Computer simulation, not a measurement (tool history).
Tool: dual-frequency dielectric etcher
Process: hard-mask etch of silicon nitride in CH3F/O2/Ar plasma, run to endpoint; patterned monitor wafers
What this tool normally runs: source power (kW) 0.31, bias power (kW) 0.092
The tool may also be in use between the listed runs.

run	hour	source power (kW)	bias power (kW)	incoming incoming film thickness, nm	endpoint time (s)
1	0	0.31	0.092	50.6	71.3
2	60	0.31	0.092	50.4	70.2
3	111.7	0.31	0.092	50.1	69
4	177.9	0.31	0.092	50	67.8
5	220.1	0.31	0.092	50.2	68.4
# hour 276.4: wet clean of the chamber
6	276.9	0.31	0.092	50.3	71.8
7	341.4	0.31	0.092	50.5	71.3
8	376.3	0.31	0.078	49.8	74.1
# hour 452: upper electrode replaced
9	452.5	0.31	0.078	50.2	73.5
10	518.4	0.35	0.11	50.3	62.4
11	585.2	0.31	0.092	50.3	68.7
12	619.5	0.31	0.092	50.6	69.5
# hour 645.5: wet clean of the chamber
13	699.8	0.29	0.092	50.3	73.1
14	760.1	0.31	0.092	50.6	71.1
15	800	0.34	0.101	49.7	65
16	828.9	0.33	0.092	49.9	67.6
# hour 843.7: source power generator calibrated
# hour 884.6: bias power generator calibrated
17	899	0.31	0.078	50.3	72.5
18	941.6	0.38	0.079	50	65.7
19	1004.7	0.31	0.078	50	71.7
20	1040.4	0.24	0.069	50.4	82
# hour 1064.6: wet clean of the chamber
21	1245.4	0.31	0.108	50.3	65.9

Run 22 is up next; what results do you expect?
22	1296.8	0.35	0.113	49.8	?

endpoint time (s): 61.2
Had the tool carried no hidden state, the very same run would have given endpoint time (s) 63.4.

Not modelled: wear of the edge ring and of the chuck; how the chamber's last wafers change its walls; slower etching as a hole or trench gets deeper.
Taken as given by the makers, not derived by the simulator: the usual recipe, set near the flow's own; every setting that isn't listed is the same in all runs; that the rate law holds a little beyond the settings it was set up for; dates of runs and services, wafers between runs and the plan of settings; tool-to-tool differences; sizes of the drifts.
